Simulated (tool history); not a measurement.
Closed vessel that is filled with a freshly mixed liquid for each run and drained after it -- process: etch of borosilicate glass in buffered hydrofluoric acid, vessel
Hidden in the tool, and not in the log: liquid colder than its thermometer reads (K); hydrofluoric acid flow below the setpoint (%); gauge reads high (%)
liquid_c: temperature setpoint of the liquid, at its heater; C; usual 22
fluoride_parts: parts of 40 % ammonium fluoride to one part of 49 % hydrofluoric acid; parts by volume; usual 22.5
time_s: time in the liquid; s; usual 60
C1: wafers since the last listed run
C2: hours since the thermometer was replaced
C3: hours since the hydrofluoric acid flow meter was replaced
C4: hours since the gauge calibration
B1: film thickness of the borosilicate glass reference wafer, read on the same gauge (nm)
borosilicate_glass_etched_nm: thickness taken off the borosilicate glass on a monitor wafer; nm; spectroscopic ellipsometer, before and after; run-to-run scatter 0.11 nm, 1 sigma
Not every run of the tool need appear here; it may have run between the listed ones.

{"run": 1, "hour": 0.0, "liquid_c": 22, "fluoride_parts": 22.5, "time_s": 50, "C1": 0, "C2": 2014, "C3": 199.6, "C4": 2070.4, "B1": 109.97, "borosilicate_glass_etched_nm": 26.08}
{"run": 2, "hour": 50.4, "liquid_c": 25, "fluoride_parts": 22.5, "time_s": 80, "C1": 6108, "C2": 2064.4, "C3": 250, "C4": 2120.8, "B1": 110, "borosilicate_glass_etched_nm": 48.84}
{"run": 3, "hour": 122.4, "liquid_c": 25, "fluoride_parts": 22.5, "time_s": 80, "C1": 8725, "C2": 2136.4, "C3": 322, "C4": 2192.8, "B1": 109.99, "borosilicate_glass_etched_nm": 48.66}
{"run": 4, "hour": 191.5, "liquid_c": 25, "fluoride_parts": 22.5, "time_s": 80, "C1": 8374, "C2": 2205.5, "C3": 391.1, "C4": 2261.9, "B1": 110.01, "borosilicate_glass_etched_nm": 48.8}
{"run": 5, "hour": 268.5, "liquid_c": 22, "fluoride_parts": 18.5, "time_s": 60, "C1": 9331, "C2": 2282.5, "C3": 468.1, "C4": 2338.9, "B1": 110, "borosilicate_glass_etched_nm": 36.04}
{"run": 6, "hour": 321.2, "liquid_c": 22, "fluoride_parts": 18.5, "time_s": 60, "C1": 6386, "C2": 2335.2, "C3": 520.8, "C4": 2391.6, "B1": 109.99, "borosilicate_glass_etched_nm": 35.89}
{"run": 7, "hour": 579.1, "liquid_c": 22, "fluoride_parts": 22.5, "time_s": 60, "C1": 31255, "C2": 2593.1, "C3": 778.7, "C4": 2649.5, "B1": 110, "borosilicate_glass_etched_nm": 30.45}
{"run": 8, "hour": 641.5, "liquid_c": 22, "fluoride_parts": 22.5, "time_s": 60, "C1": 7562, "C2": 2655.5, "C3": 841.1, "C4": 2711.9, "B1": 110.02, "borosilicate_glass_etched_nm": 30.4}
{"hour": 711.5, "done": "hydrofluoric acid flow meter replaced"}
{"run": 9, "hour": 714.8, "liquid_c": 21, "fluoride_parts": 22.5, "time_s": 60, "C1": 8762, "C2": 2728.8, "C3": 3.3, "C4": 2785.2, "B1": 110, "borosilicate_glass_etched_nm": 29.64}
{"run": 10, "hour": 822.3, "liquid_c": 20.5, "fluoride_parts": 22.5, "time_s": 60, "C1": 13028, "C2": 2836.3, "C3": 110.8, "C4": 2892.7, "B1": 110.01, "borosilicate_glass_etched_nm": 28.85}
{"run": 11, "hour": 900.9, "liquid_c": 20.5, "fluoride_parts": 22.5, "time_s": 60, "C1": 9525, "C2": 2914.9, "C3": 189.4, "C4": 2971.3, "B1": 109.99, "borosilicate_glass_etched_nm": 28.75}
{"hour": 928.9, "done": "thermometer replaced"}
{"run": 12, "hour": 995.6, "liquid_c": 24.5, "fluoride_parts": 22.5, "time_s": 35, "C1": 11355, "C2": 66.7, "C3": 284.1, "C4": 3066, "B1": 110.01, "borosilicate_glass_etched_nm": 20.88}
{"run": 13, "hour": 1049.1, "liquid_c": 20.5, "fluoride_parts": 17.5, "time_s": 90, "C1": 6483, "C2": 120.2, "C3": 337.6, "C4": 3119.5, "B1": 110.04, "borosilicate_glass_etched_nm": 52.93}
{"hour": 1056.4, "done": "gauge calibrated"}
{"run": 14, "hour": 1149.8, "liquid_c": 22, "fluoride_parts": 19, "time_s": 30, "C1": 12203, "C2": 220.9, "C3": 438.3, "C4": 93.4, "B1": 110, "borosilicate_glass_etched_nm": 17.54}
{"run": 15, "hour": 1191.9, "liquid_c": 22, "fluoride_parts": 22.5, "time_s": 45, "C1": 5102, "C2": 263, "C3": 480.4, "C4": 135.5, "B1": 110.02, "borosilicate_glass_etched_nm": 23.23}
{"run": 16, "hour": 1289.9, "liquid_c": 22, "fluoride_parts": 22.5, "time_s": 60, "C1": 11876, "C2": 361, "C3": 578.4, "C4": 233.5, "B1": 110.02, "borosilicate_glass_etched_nm": 31.04}
{"run": 17, "hour": 1359.7, "liquid_c": 22, "fluoride_parts": 19.5, "time_s": 60, "C1": 8459, "C2": 430.8, "C3": 648.2, "C4": 303.3, "B1": 110, "borosilicate_glass_etched_nm": 33.83}
{"run": 18, "hour": 1451.7, "liquid_c": 22, "fluoride_parts": 22.5, "time_s": 60, "C1": 11149, "C2": 522.8, "C3": 740.2, "C4": 395.3, "B1": 110.02, "borosilicate_glass_etched_nm": 30.79}
{"run": 19, "hour": 1490.6, "liquid_c": 22, "fluoride_parts": 27.5, "time_s": 90, "C1": 4714, "C2": 561.7, "C3": 779.1, "C4": 434.2, "B1": 109.99, "borosilicate_glass_etched_nm": 39.86}
{"run": 20, "hour": 1530.7, "liquid_c": 17.5, "fluoride_parts": 19.5, "time_s": 75, "C1": 4859, "C2": 601.8, "C3": 819.2, "C4": 474.3, "B1": 110.01, "borosilicate_glass_etched_nm": 33.19}
{"run": 21, "hour": 1637.0, "liquid_c": 25, "fluoride_parts": 22.5, "time_s": 75, "C1": 12882, "C2": 708.1, "C3": 925.5, "C4": 580.6, "B1": 110.01, "borosilicate_glass_etched_nm": 44.75}
{"run": 22, "hour": 1722.2, "liquid_c": 19.5, "fluoride_parts": 30, "time_s": 40, "C1": 10325, "C2": 793.3, "C3": 1010.7, "C4": 665.8, "B1": 110, "borosilicate_glass_etched_nm": 14.16}
{"run": 23, "hour": 1792.5, "liquid_c": 25.5, "fluoride_parts": 28.5, "time_s": 60, "C1": 8519, "C2": 863.6, "C3": 1081, "C4": 736.1, "B1": 110.02, "borosilicate_glass_etched_nm": 31.05}
{"hour": 1817.6, "done": "hydrofluoric acid flow meter replaced"}
{"run": 24, "hour": 1865.8, "liquid_c": 22, "fluoride_parts": 22.5, "time_s": 60, "C1": 8762, "C2": 936.9, "C3": 48.2, "C4": 809.4, "B1": 109.99, "borosilicate_glass_etched_nm": 31.47}
{"run": 25, "hour": 1903.5, "liquid_c": 19.5, "fluoride_parts": 26.5, "time_s": 40, "C1": 4568, "C2": 974.6, "C3": 85.9, "C4": 847.1, "B1": 109.99, "borosilicate_glass_etched_nm": 16.33}
{"run": 26, "hour": 1940.4, "liquid_c": 23.5, "fluoride_parts": 22.5, "time_s": 45, "C1": 4471, "C2": 1011.5, "C3": 122.8, "C4": 884, "B1": 109.99, "borosilicate_glass_etched_nm": 25.52}
{"run": 27, "hour": 2083.2, "liquid_c": 23.5, "fluoride_parts": 27.5, "time_s": 50, "C1": 17306, "C2": 1154.3, "C3": 265.6, "C4": 1026.8, "B1": 109.97, "borosilicate_glass_etched_nm": 24.61}
{"run": 28, "hour": 2148.0, "liquid_c": 25, "fluoride_parts": 22.5, "time_s": 80, "C1": 7853, "C2": 1219.1, "C3": 330.4, "C4": 1091.6, "B1": 110, "borosilicate_glass_etched_nm": 48.67}
{"run": 29, "hour": 2196.0, "liquid_c": 22, "fluoride_parts": 22.5, "time_s": 60, "C1": 5817, "C2": 1267.1, "C3": 378.4, "C4": 1139.6, "B1": 110, "borosilicate_glass_etched_nm": 31.05}
{"run": 30, "hour": 2318.9, "liquid_c": 25.5, "fluoride_parts": 29, "time_s": 40, "C1": 14894, "C2": 1390, "C3": 501.3, "C4": 1262.5, "B1": 109.99, "borosilicate_glass_etched_nm": 21.09}
{"run": 31, "hour": 2552.4, "liquid_c": 25.5, "fluoride_parts": 22.5, "time_s": 30, "C1": 28298, "C2": 1623.5, "C3": 734.8, "C4": 1496, "B1": 110.04, "borosilicate_glass_etched_nm": 18.48}
{"run": 32, "hour": 2595.2, "liquid_c": 24, "fluoride_parts": 30, "time_s": 75, "C1": 5186, "C2": 1666.3, "C3": 777.6, "C4": 1538.8, "B1": 110.01, "borosilicate_glass_etched_nm": 34.79}

Hidden state or all else? Some run-to-run changes of borosilicate_glass_etched_nm, split into what the settings, what came in and random variation would give without the hidden state, and what is left for the hidden state (with any gauge scatter that isn't in both results):
Run 8 -> 9: liquid_c 22 -> 21, hydrofluoric acid flow meter replaced. borosilicate_glass_etched_nm -0.76 nm: hidden state +0.98, all else -1.74.
Run 12 -> 13: liquid_c 24.5 -> 20.5, fluoride_parts 22.5 -> 17.5, time_s 35 -> 90. borosilicate_glass_etched_nm +32.05 nm: hidden state -0.91, all else +32.96.
Run 13 -> 14: liquid_c 20.5 -> 22, fluoride_parts 17.5 -> 19, time_s 90 -> 30, gauge calibrated. borosilicate_glass_etched_nm -35.39 nm: hidden state +0.71, all else -36.1.
Run 21 -> 22: liquid_c 25 -> 19.5, fluoride_parts 22.5 -> 30, time_s 75 -> 40. borosilicate_glass_etched_nm -30.59 nm: hidden state +0.87, all else -31.46.
Run 23 -> 24: liquid_c 25.5 -> 22, fluoride_parts 28.5 -> 22.5, hydrofluoric acid flow meter replaced. borosilicate_glass_etched_nm +0.42 nm: hidden state +1.38, all else -0.96.
Run 31 -> 32: liquid_c 25.5 -> 24, fluoride_parts 22.5 -> 30, time_s 30 -> 75. borosilicate_glass_etched_nm +16.31 nm: hidden state -0.97, all else +17.28.
